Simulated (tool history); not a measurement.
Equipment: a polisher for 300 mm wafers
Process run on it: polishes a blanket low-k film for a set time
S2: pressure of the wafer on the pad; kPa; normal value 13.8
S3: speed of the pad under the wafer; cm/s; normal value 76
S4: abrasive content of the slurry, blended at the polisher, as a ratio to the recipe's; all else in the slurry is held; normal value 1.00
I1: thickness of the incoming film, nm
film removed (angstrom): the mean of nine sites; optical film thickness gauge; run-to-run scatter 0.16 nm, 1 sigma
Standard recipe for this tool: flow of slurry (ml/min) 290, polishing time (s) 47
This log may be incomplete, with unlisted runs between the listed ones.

Run 1, hour 0.0: usual settings; I1 716.8. Result: film removed (angstrom) 193.
Run 2, hour 60.6: usual settings; I1 711.7. Result: film removed (angstrom) 194.
Run 3, hour 105.3: usual settings; I1 726.0. Result: film removed (angstrom) 192.
Run 4, hour 303.5: usual settings but flow of slurry (ml/min) 345, S2 17.2 kPa, S3 90 cm/s, S4 0.80; I1 726.0. Result: film removed (angstrom) 222.
Run 5, hour 346.0: usual settings but S2 11.7 kPa, S3 98 cm/s; I1 717.6. Result: film removed (angstrom) 180.
Run 6, hour 436.0: usual settings but S2 12.4 kPa, S3 92 cm/s; I1 718.0. Result: film removed (angstrom) 184.
Run 7, hour 500.5: usual settings; I1 723.2. Result: film removed (angstrom) 189.
Run 8, hour 788.0: usual settings but S2 11.7 kPa, S3 84 cm/s, S4 1.30, polishing time (s) 60; I1 715.0. Result: film removed (angstrom) 250.
Run 9, hour 892.4: usual settings but flow of slurry (ml/min) 360, S3 84 cm/s, S4 1.25, polishing time (s) 36; I1 719.9. Result: film removed (angstrom) 179.
Run 10, hour 964.3: usual settings; I1 727.1. Result: film removed (angstrom) 192.
Run 11, hour 1057.5: usual settings but S3 102 cm/s, S4 0.70, polishing time (s) 37; I1 707.5. Result: film removed (angstrom) 136.
Run 12, hour 1115.2: usual settings but flow of slurry (ml/min) 255, S2 11.0 kPa, S3 98 cm/s; I1 722.3. Result: film removed (angstrom) 174.
Run 13, hour 1203.4: usual settings; I1 722.9. Result: film removed (angstrom) 199.
Run 14, hour 1276.7: usual settings but S3 90 cm/s; I1 721.5. Result: film removed (angstrom) 205.
Run 15, hour 1374.3: usual settings; I1 708.9. Result: film removed (angstrom) 186.
Run 16, hour 1444.0: usual settings but flow of slurry (ml/min) 195, S2 15.2 kPa, S3 64 cm/s, S4 1.20; I1 724.3. Result: film removed (angstrom) 203.
Run 17, hour 1500.5: usual settings but S3 60 cm/s, S4 0.70; I1 722.5. Result: film removed (angstrom) 130.
Run 18, hour 1552.4: usual settings but S2 11.0 kPa, polishing time (s) 35; I1 721.6. Result: film removed (angstrom) 113.
Run 19, hour 1613.9: usual settings but flow of slurry (ml/min) 245, S3 52 cm/s, S4 1.20, polishing time (s) 37; I1 714.6. Result: film removed (angstrom) 138.
Run 20, hour 1714.7: usual settings but S3 58 cm/s, polishing time (s) 56; I1 724.1. Result: film removed (angstrom) 201.
Run 21, hour 1755.5: usual settings but flow of slurry (ml/min) 340, S3 88 cm/s, S4 1.15, polishing time (s) 40; I1 720.5. Result: film removed (angstrom) 191.
Run 22, hour 1827.4: usual settings; I1 720.0. Result: film removed (angstrom) 197.
Run 23, hour 1873.7: usual settings but flow of slurry (ml/min) 250, S4 0.85; I1 728.8. Result: film removed (angstrom) 169.
Run 24, hour 1948.2: usual settings; I1 727.8. Result: film removed (angstrom) 196.
Run 25, hour 2184.0: usual settings but flow of slurry (ml/min) 370; I1 717.9. Result: film removed (angstrom) 202.

Not shown: 12 entries that the log had between the listed runs. Between which runs, and how does the tool's hidden state differ before and after?
From run 3 to run 4: worn pad replaced by a new one (hour 187.2); conditioning disc replaced and pad reconditioned (hour 224.7); head pressure recalibrated (hour 251.5)
  deviation of the head's pressure from its setpoint, %: 4.71 -> 0.231
  what was measured, less what the result would be without the hidden state, film removed (angstrom): +9 -> +1
From run 5 to run 6: slurry blender recalibrated (hour 360.0)
  deviation of the head's pressure from its setpoint, %: 0.555 -> 1.24
  what was measured, less what the result would be without the hidden state, film removed (angstrom): +1 -> +2
From run 8 to run 9: slurry nozzle cleaned (hour 885.2)
  deviation of the head's pressure from its setpoint, %: 3.92 -> 4.72
  what was measured, less what the result would be without the hidden state, film removed (angstrom): +10 -> +8
From run 9 to run 10: worn pad replaced by a new one (hour 934.5)
  deviation of the head's pressure from its setpoint, %: 4.72 -> 5.27
  what was measured, less what the result would be without the hidden state, film removed (angstrom): +8 -> +9
From run 11 to run 12: conditioning disc replaced and pad reconditioned (hour 1100.5)
  deviation of the head's pressure from its setpoint, %: 5.98 -> 6.42
  what was measured, less what the result would be without the hidden state, film removed (angstrom): +8 -> +10
From run 13 to run 14: head pressure recalibrated (hour 1210.3)
  deviation of the head's pressure from its setpoint, %: 7.09 -> 0.707
  what was measured, less what the result would be without the hidden state, film removed (angstrom): +14 -> +2
From run 14 to run 15: slurry blender recalibrated (hour 1306.2)
  deviation of the head's pressure from its setpoint, %: 0.707 -> 1.45
  what was measured, less what the result would be without the hidden state, film removed (angstrom): +2 -> +2
From run 19 to run 20: slurry nozzle cleaned (hour 1622.1)
  deviation of the head's pressure from its setpoint, %: 3.28 -> 4.04
  what was measured, less what the result would be without the hidden state, film removed (angstrom): +4 -> +8
From run 22 to run 23: conditioning disc replaced and pad reconditioned (hour 1840.8); worn pad replaced by a new one (hour 1841.6)
  deviation of the head's pressure from its setpoint, %: 4.9 -> 5.26
  what was measured, less what the result would be without the hidden state, film removed (angstrom): +9 -> +8

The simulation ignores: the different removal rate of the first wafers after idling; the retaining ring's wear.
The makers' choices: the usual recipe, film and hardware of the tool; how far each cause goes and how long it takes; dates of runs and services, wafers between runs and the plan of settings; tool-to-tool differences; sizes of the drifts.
